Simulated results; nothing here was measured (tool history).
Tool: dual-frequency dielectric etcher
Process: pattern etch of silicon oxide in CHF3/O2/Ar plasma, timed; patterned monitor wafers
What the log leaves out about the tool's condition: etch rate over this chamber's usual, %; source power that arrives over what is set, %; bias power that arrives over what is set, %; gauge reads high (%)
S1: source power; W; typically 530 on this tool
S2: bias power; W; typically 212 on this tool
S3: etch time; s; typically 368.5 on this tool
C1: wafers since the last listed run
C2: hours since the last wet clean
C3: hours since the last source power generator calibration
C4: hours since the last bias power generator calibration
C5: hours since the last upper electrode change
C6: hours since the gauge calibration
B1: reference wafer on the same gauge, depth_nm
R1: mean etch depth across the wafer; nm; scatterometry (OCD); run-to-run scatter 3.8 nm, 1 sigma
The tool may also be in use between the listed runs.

run   hour   S1   S2     S3   C1     C2      C3      C4      C5     C6     B1     R1
  1      0  530  212  368.5    0  205.1  4408.9    2118  2078.4   94.6  601.7  680.3
  2   24.1  530  212  368.5  130  229.2    4433  2142.1  2102.5  118.7  601.9    692
  3   44.6  530  212  368.5  111  249.7  4453.5  2162.6    2123  139.2  602.1  687.6
  4   72.7  530  212  368.5  152  277.8  4481.6  2190.7  2151.1  167.3  602.1    679
  5  107.9  530  212  368.5  191    313  4516.8  2225.9  2186.3  202.5  601.5  683.6
  6  141.8  530  212  368.5  183  346.9  4550.7  2259.8  2220.2  236.4  601.8    685
  7  176.2  530  212  368.5  186  381.3  4585.1  2294.2  2254.6  270.8  602.3  687.6
     180.3  -- source power generator calibrated
  8  193.8  530  212  368.5   73  398.9    13.5  2311.8  2272.2  288.4  602.3  682.8
  9  223.3  530  212  368.5  160  428.4      43  2341.3  2301.7  317.9  602.2  674.6
     237.1  -- bias power generator calibrated
     272.8  -- gauge calibrated
     276.1  -- upper electrode replaced
     293.3  -- wet clean of the chamber
 10  293.8  530  212    408  137    0.5   113.5    56.7    17.7     21  602.4  729.4
 11  294.2  650  240  368.5    2    0.9   113.9    57.1    18.1   21.4  602.8  738.3

Estimate the outcome of run 12 from the log above:
 12  311.9  410  230  368.5  96  18.6  131.6  74.8  35.8  39.1   ?   ?

B1: 602.1
R1: 594.1 nm
With no hidden state in the tool, this same run would have given R1 626.1 nm.
